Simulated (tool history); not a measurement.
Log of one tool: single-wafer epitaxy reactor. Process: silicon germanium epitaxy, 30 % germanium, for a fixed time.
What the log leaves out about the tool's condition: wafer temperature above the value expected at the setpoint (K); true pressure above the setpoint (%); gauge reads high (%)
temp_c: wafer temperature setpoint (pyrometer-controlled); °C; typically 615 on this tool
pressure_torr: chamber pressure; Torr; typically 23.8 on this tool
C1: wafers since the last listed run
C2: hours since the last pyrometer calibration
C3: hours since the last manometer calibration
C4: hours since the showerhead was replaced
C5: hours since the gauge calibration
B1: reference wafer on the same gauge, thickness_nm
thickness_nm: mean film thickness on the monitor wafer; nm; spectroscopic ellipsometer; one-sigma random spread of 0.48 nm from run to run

{"run": 1, "hour": 0.0, "temp_c": 615, "pressure_torr": 23.8, "C1": 0, "C2": 1164.7, "C3": 1305.9, "C4": 2737.0, "C5": 374.0, "B1": 98.809, "thickness_nm": 93.323}
{"run": 2, "hour": 11.6, "temp_c": 615, "pressure_torr": 23.8, "C1": 146, "C2": 1176.3, "C3": 1317.5, "C4": 2748.6, "C5": 385.6, "B1": 99.034, "thickness_nm": 94.715}
{"run": 3, "hour": 29.5, "temp_c": 615, "pressure_torr": 19.5, "C1": 226, "C2": 1194.2, "C3": 1335.4, "C4": 2766.5, "C5": 403.5, "B1": 98.856, "thickness_nm": 83.289}
{"run": 4, "hour": 45.7, "temp_c": 615, "pressure_torr": 19.5, "C1": 204, "C2": 1210.4, "C3": 1351.6, "C4": 2782.7, "C5": 419.7, "B1": 98.774, "thickness_nm": 83.47}
{"run": 5, "hour": 63.6, "temp_c": 615, "pressure_torr": 22.5, "C1": 226, "C2": 1228.3, "C3": 1369.5, "C4": 2800.6, "C5": 437.6, "B1": 98.74, "thickness_nm": 91.157}
{"run": 6, "hour": 73.3, "temp_c": 615, "pressure_torr": 21.3, "C1": 122, "C2": 1238.0, "C3": 1379.2, "C4": 2810.3, "C5": 447.3, "B1": 98.717, "thickness_nm": 88.913}
{"run": 7, "hour": 79.3, "temp_c": 615, "pressure_torr": 21.3, "C1": 75, "C2": 1244.0, "C3": 1385.2, "C4": 2816.3, "C5": 453.3, "B1": 98.696, "thickness_nm": 87.21}
{"run": 8, "hour": 96.4, "temp_c": 615, "pressure_torr": 23.8, "C1": 215, "C2": 1261.1, "C3": 1402.3, "C4": 2833.4, "C5": 470.4, "B1": 98.664, "thickness_nm": 94.135}
{"run": 9, "hour": 109.9, "temp_c": 615, "pressure_torr": 23.8, "C1": 170, "C2": 1274.6, "C3": 1415.8, "C4": 2846.9, "C5": 483.9, "B1": 98.942, "thickness_nm": 93.857}
{"hour": 124.3, "done": "showerhead replaced"}
{"run": 10, "hour": 125.0, "temp_c": 615, "pressure_torr": 23.8, "C1": 89, "C2": 1289.7, "C3": 1430.9, "C4": 0.7, "C5": 499.0, "B1": 98.815, "thickness_nm": 93.07}
{"run": 11, "hour": 135.2, "temp_c": 615, "pressure_torr": 23.8, "C1": 128, "C2": 1299.9, "C3": 1441.1, "C4": 10.9, "C5": 509.2, "B1": 98.607, "thickness_nm": 94.931}
{"hour": 140.6, "done": "gauge calibrated"}
{"run": 12, "hour": 144.4, "temp_c": 615, "pressure_torr": 20.9, "C1": 116, "C2": 1309.1, "C3": 1450.3, "C4": 20.1, "C5": 3.8, "B1": 98.732, "thickness_nm": 87.728}
{"run": 13, "hour": 159.8, "temp_c": 607, "pressure_torr": 28.1, "C1": 194, "C2": 1324.5, "C3": 1465.7, "C4": 35.5, "C5": 19.2, "B1": 98.865, "thickness_nm": 90.788}
{"run": 14, "hour": 175.6, "temp_c": 602, "pressure_torr": 26.2, "C1": 199, "C2": 1340.3, "C3": 1481.5, "C4": 51.3, "C5": 35.0, "B1": 98.934, "thickness_nm": 81.074}
{"run": 15, "hour": 185.5, "temp_c": 615, "pressure_torr": 23.8, "C1": 125, "C2": 1350.2, "C3": 1491.4, "C4": 61.2, "C5": 44.9, "B1": 98.71, "thickness_nm": 94.776}
{"run": 16, "hour": 202.6, "temp_c": 615, "pressure_torr": 23.8, "C1": 215, "C2": 1367.3, "C3": 1508.5, "C4": 78.3, "C5": 62.0, "B1": 98.813, "thickness_nm": 94.559}
{"run": 17, "hour": 209.9, "temp_c": 605, "pressure_torr": 27.1, "C1": 92, "C2": 1374.6, "C3": 1515.8, "C4": 85.6, "C5": 69.3, "B1": 98.695, "thickness_nm": 87.928}
{"run": 18, "hour": 220.7, "temp_c": 629, "pressure_torr": 18.6, "C1": 136, "C2": 1385.4, "C3": 1526.6, "C4": 96.4, "C5": 80.1, "B1": 98.699, "thickness_nm": 101.1}
{"run": 19, "hour": 236.2, "temp_c": 609, "pressure_torr": 29.5, "C1": 195, "C2": 1400.9, "C3": 1542.1, "C4": 111.9, "C5": 95.6, "B1": 98.833, "thickness_nm": 97.291}
{"run": 20, "hour": 247.6, "temp_c": 615, "pressure_torr": 23.8, "C1": 143, "C2": 1412.3, "C3": 1553.5, "C4": 123.3, "C5": 107.0, "B1": 98.81, "thickness_nm": 94.838}
{"run": 21, "hour": 257.2, "temp_c": 604, "pressure_torr": 18.3, "C1": 121, "C2": 1421.9, "C3": 1563.1, "C4": 132.9, "C5": 116.6, "B1": 99.0, "thickness_nm": 68.772}
{"run": 22, "hour": 265.0, "temp_c": 620, "pressure_torr": 28.2, "C1": 98, "C2": 1429.7, "C3": 1570.9, "C4": 140.7, "C5": 124.4, "B1": 98.886, "thickness_nm": 112.051}
{"hour": 278.1, "done": "capacitance manometer re-zeroed and calibrated"}
{"run": 23, "hour": 278.6, "temp_c": 604, "pressure_torr": 21.5, "C1": 70, "C2": 1443.3, "C3": 0.5, "C4": 154.3, "C5": 138.0, "B1": 98.83, "thickness_nm": 75.013}
{"run": 24, "hour": 288.7, "temp_c": 606, "pressure_torr": 27.4, "C1": 127, "C2": 1453.4, "C3": 10.6, "C4": 164.4, "C5": 148.1, "B1": 98.778, "thickness_nm": 89.642}
{"run": 25, "hour": 300.9, "temp_c": 615, "pressure_torr": 23.8, "C1": 154, "C2": 1465.6, "C3": 22.8, "C4": 176.6, "C5": 160.3, "B1": 98.831, "thickness_nm": 94.513}
{"run": 26, "hour": 314.1, "temp_c": 615, "pressure_torr": 23.8, "C1": 166, "C2": 1478.8, "C3": 36.0, "C4": 189.8, "C5": 173.5, "B1": 98.778, "thickness_nm": 95.515}
{"hour": 323.2, "done": "pyrometer calibrated"}
{"run": 27, "hour": 323.7, "temp_c": 622, "pressure_torr": 25.5, "C1": 20, "C2": 0.5, "C3": 45.6, "C4": 199.4, "C5": 183.1, "B1": 98.963, "thickness_nm": 100.075}
{"run": 28, "hour": 337.9, "temp_c": 624, "pressure_torr": 19.2, "C1": 179, "C2": 14.7, "C3": 59.8, "C4": 213.6, "C5": 197.3, "B1": 98.786, "thickness_nm": 87.532}
{"run": 29, "hour": 345.1, "temp_c": 619, "pressure_torr": 25.3, "C1": 90, "C2": 21.9, "C3": 67.0, "C4": 220.8, "C5": 204.5, "B1": 98.829, "thickness_nm": 94.879}
{"run": 30, "hour": 360.1, "temp_c": 610, "pressure_torr": 19.6, "C1": 189, "C2": 36.9, "C3": 82.0, "C4": 235.8, "C5": 219.5, "B1": 98.838, "thickness_nm": 71.621}
{"run": 31, "hour": 371.9, "temp_c": 615, "pressure_torr": 23.8, "C1": 149, "C2": 48.7, "C3": 93.8, "C4": 247.6, "C5": 231.3, "B1": 98.84, "thickness_nm": 86.596}
{"run": 32, "hour": 383.0, "temp_c": 615, "pressure_torr": 23.8, "C1": 140, "C2": 59.8, "C3": 104.9, "C4": 258.7, "C5": 242.4, "B1": 98.792, "thickness_nm": 87.596}
{"run": 33, "hour": 395.2, "temp_c": 615, "pressure_torr": 23.8, "C1": 154, "C2": 72.0, "C3": 117.1, "C4": 270.9, "C5": 254.6, "B1": 98.71, "thickness_nm": 86.691}
{"run": 34, "hour": 431.0, "temp_c": 615, "pressure_torr": 20.5, "C1": 452, "C2": 107.8, "C3": 152.9, "C4": 306.7, "C5": 290.4, "B1": 98.797, "thickness_nm": 79.272}
{"run": 35, "hour": 439.6, "temp_c": 619, "pressure_torr": 28.2, "C1": 108, "C2": 116.4, "C3": 161.5, "C4": 315.3, "C5": 299.0, "B1": 98.791, "thickness_nm": 100.747}

4 options for the next run, each taken on its own from the tool as it stands now. Forecast them:
{"run": "A", "hour": 440.0, "temp_c": 621, "pressure_torr": 23.8, "C1": 5, "C2": 116.8, "C3": 161.9, "C4": 315.7, "C5": 299.4, "B1": "?", "thickness_nm": "?"}
{"run": "B", "hour": 440.0, "temp_c": 625, "pressure_torr": 25.5, "C1": 5, "C2": 116.8, "C3": 161.9, "C4": 315.7, "C5": 299.4, "B1": "?", "thickness_nm": "?"}
{"run": "C", "hour": 440.0, "temp_c": 602, "pressure_torr": 23.8, "C1": 5, "C2": 116.8, "C3": 161.9, "C4": 315.7, "C5": 299.4, "B1": "?", "thickness_nm": "?"}
{"run": "D", "hour": 440.0, "temp_c": 604, "pressure_torr": 23.8, "C1": 5, "C2": 116.8, "C3": 161.9, "C4": 315.7, "C5": 299.4, "B1": "?", "thickness_nm": "?"}

run=A B1=99.013 thickness_nm=95.501
run=B B1=99.013 thickness_nm=105.466
run=C B1=99.013 thickness_nm=70.944
run=D B1=99.013 thickness_nm=73.238
What these runs would have given with no unlogged condition in the tool:
run=A thickness_nm=95.449
run=B thickness_nm=105.409
run=C thickness_nm=70.904
run=D thickness_nm=73.197

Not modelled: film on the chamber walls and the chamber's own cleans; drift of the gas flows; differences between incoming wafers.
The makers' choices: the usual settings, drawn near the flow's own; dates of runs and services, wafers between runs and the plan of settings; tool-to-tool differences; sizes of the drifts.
